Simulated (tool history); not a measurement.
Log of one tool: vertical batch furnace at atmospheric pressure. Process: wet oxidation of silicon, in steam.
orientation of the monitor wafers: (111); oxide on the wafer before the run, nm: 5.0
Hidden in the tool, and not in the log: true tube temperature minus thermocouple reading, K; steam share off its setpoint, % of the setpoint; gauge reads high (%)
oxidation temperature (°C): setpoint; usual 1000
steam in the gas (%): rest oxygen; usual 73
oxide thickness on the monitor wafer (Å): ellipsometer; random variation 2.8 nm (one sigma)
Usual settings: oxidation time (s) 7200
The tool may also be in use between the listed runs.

| run | hour | oxidation temperature (°C) | oxidation time (s) | steam in the gas (%) | wafers since the last listed run | hours since the last temperature calibration | hours since the steam generator was serviced | hours since the gauge calibration | read-back reference wafer on the same gauge, thickness | oxide thickness on the monitor wafer (Å) |
|---|---|---|---|---|---|---|---|---|---|---|
| 1 | 0 | 1000 | 7200 | 73 | 0 | 2026.6 | 1652.6 | 151.3 | 710.09 | 6352 |
| 2 | 16.5 | 1000 | 7200 | 73 | 139 | 2043.1 | 1669.1 | 167.8 | 711.66 | 6294.4 |
| 3 | 46.4 | 1000 | 7200 | 73 | 252 | 2073 | 1699 | 197.7 | 709.74 | 6335.7 |
| 4 | 63.8 | 1000 | 7200 | 73 | 147 | 2090.4 | 1716.4 | 215.1 | 708.75 | 6331.7 |
| 5 | 124.3 | 1000 | 7200 | 73 | 511 | 2150.9 | 1776.9 | 275.6 | 710.54 | 6316.4 |
| 6 | 183.4 | 1000 | 7200 | 75 | 499 | 2210 | 1836 | 334.7 | 709.99 | 6411.5 |
| 7 | 240.7 | 1000 | 7200 | 75 | 484 | 2267.3 | 1893.3 | 392 | 710.73 | 6382.1 |
| 8 | 268.6 | 981 | 7200 | 73 | 235 | 2295.2 | 1921.2 | 419.9 | 708.93 | 5665.3 |
| 9 | 293.4 | 981 | 7200 | 73 | 209 | 2320 | 1946 | 444.7 | 710.24 | 5670.2 |
| 10 | 314.4 | 1000 | 7200 | 73 | 177 | 2341 | 1967 | 465.7 | 709.77 | 6290.3 |
| 11 | 344.2 | 1000 | 7200 | 73 | 251 | 2370.8 | 1996.8 | 495.5 | 711.36 | 6310.2 |
| 12 | 360.4 | 1000 | 7200 | 73 | 136 | 2387 | 2013 | 511.7 | 710.56 | 6283.2 |
| 13 | 387.3 | 1000 | 7200 | 73 | 227 | 2413.9 | 2039.9 | 538.6 | 710.29 | 6195 |
| 14 | 449.2 | 1000 | 7200 | 73 | 523 | 2475.8 | 2101.8 | 600.5 | 708.09 | 6258.6 |
| 15 | 464.4 | 1000 | 7200 | 73 | 128 | 2491 | 2117 | 615.7 | 709.2 | 6274.6 |
| 16 | 484.7 | 1000 | 7200 | 73 | 171 | 2511.3 | 2137.3 | 636 | 709.48 | 6237.8 |
| 17 | 573.2 | 1000 | 7200 | 73 | 748 | 2599.8 | 2225.8 | 724.5 | 710.47 | 6207.1 |
| 18 | 592 | 1000 | 7200 | 73 | 158 | 2618.6 | 2244.6 | 743.3 | 708.83 | 6170.1 |
| 19 | 606.8 | 1000 | 7200 | 73 | 125 | 2633.4 | 2259.4 | 758.1 | 710.19 | 6186.2 |
| 20 | 626.6 | 1000 | 7200 | 73 | 167 | 2653.2 | 2279.2 | 777.9 | 710.06 | 6224.8 |
|  | 659.1 | thermocouples replaced and temperature profile calibrated |
| 21 | 659.6 | 987 | 9720 | 73 | 76 | 0.5 | 2312.2 | 810.9 | 710.89 | 6920.7 |
|  | 689.2 | steam generator serviced |
| 22 | 689.7 | 987 | 4020 | 82 | 51 | 30.6 | 0.5 | 841 | 710.65 | 4561.1 |
| 23 | 703 | 1000 | 5310 | 73 | 112 | 43.9 | 13.8 | 854.3 | 709.65 | 5445.3 |
|  | 777.2 | gauge calibrated |
| 24 | 793.2 | 1000 | 7200 | 68 | 762 | 134.1 | 104 | 16 | 709.87 | 6234.1 |
| 25 | 814 | 1022 | 7200 | 64 | 175 | 154.9 | 124.8 | 36.8 | 709.61 | 6737.3 |
| 26 | 849.4 | 980 | 10260 | 73 | 299 | 190.3 | 160.2 | 72.2 | 710.2 | 7336.3 |
| 27 | 871.8 | 1000 | 7200 | 73 | 189 | 212.7 | 182.6 | 94.6 | 708.91 | 6483.7 |
| 28 | 901.3 | 1019 | 8730 | 73 | 249 | 242.2 | 212.1 | 124.1 | 710.84 | 7985.1 |
| 29 | 927.6 | 977 | 8250 | 66 | 222 | 268.5 | 238.4 | 150.4 | 710.36 | 5862.9 |
| 30 | 951.4 | 1000 | 7200 | 77 | 201 | 292.3 | 262.2 | 174.2 | 710.15 | 6731.4 |
| 31 | 980.6 | 980 | 7200 | 73 | 246 | 321.5 | 291.4 | 203.4 | 710.36 | 5838.5 |
| 32 | 1007.6 | 1011 | 7200 | 85 | 228 | 348.5 | 318.4 | 230.4 | 709.26 | 7494.8 |

4 ways to go on from here, each from the tool as it stands after run 32. What would each give?
| A | 1013.2 | 1020 | 7200 | 73 | 47 | 354.1 | 324 | 236 | ? | ? |
| B | 1013.2 | 1000 | 10710 | 73 | 47 | 354.1 | 324 | 236 | ? | ? |
| C | 1013.2 | 988 | 7200 | 73 | 47 | 354.1 | 324 | 236 | ? | ? |
| D | 1013.2 | 1000 | 8580 | 84 | 47 | 354.1 | 324 | 236 | ? | ? |

| run | read-back reference wafer on the same gauge, thickness | oxide thickness on the monitor wafer (Å) |
|---|---|---|
| A | 711.41 | 7134 |
| B | 711.41 | 8180.6 |
| C | 711.41 | 6092.3 |
| D | 711.41 | 7804.6 |
Without the tool's hidden state the same runs would have given:
| run | oxide thickness on the monitor wafer (Å) |
|---|---|
| A | 7188.1 |
| B | 8242.9 |
| C | 6141 |
| D | 7864.3 |
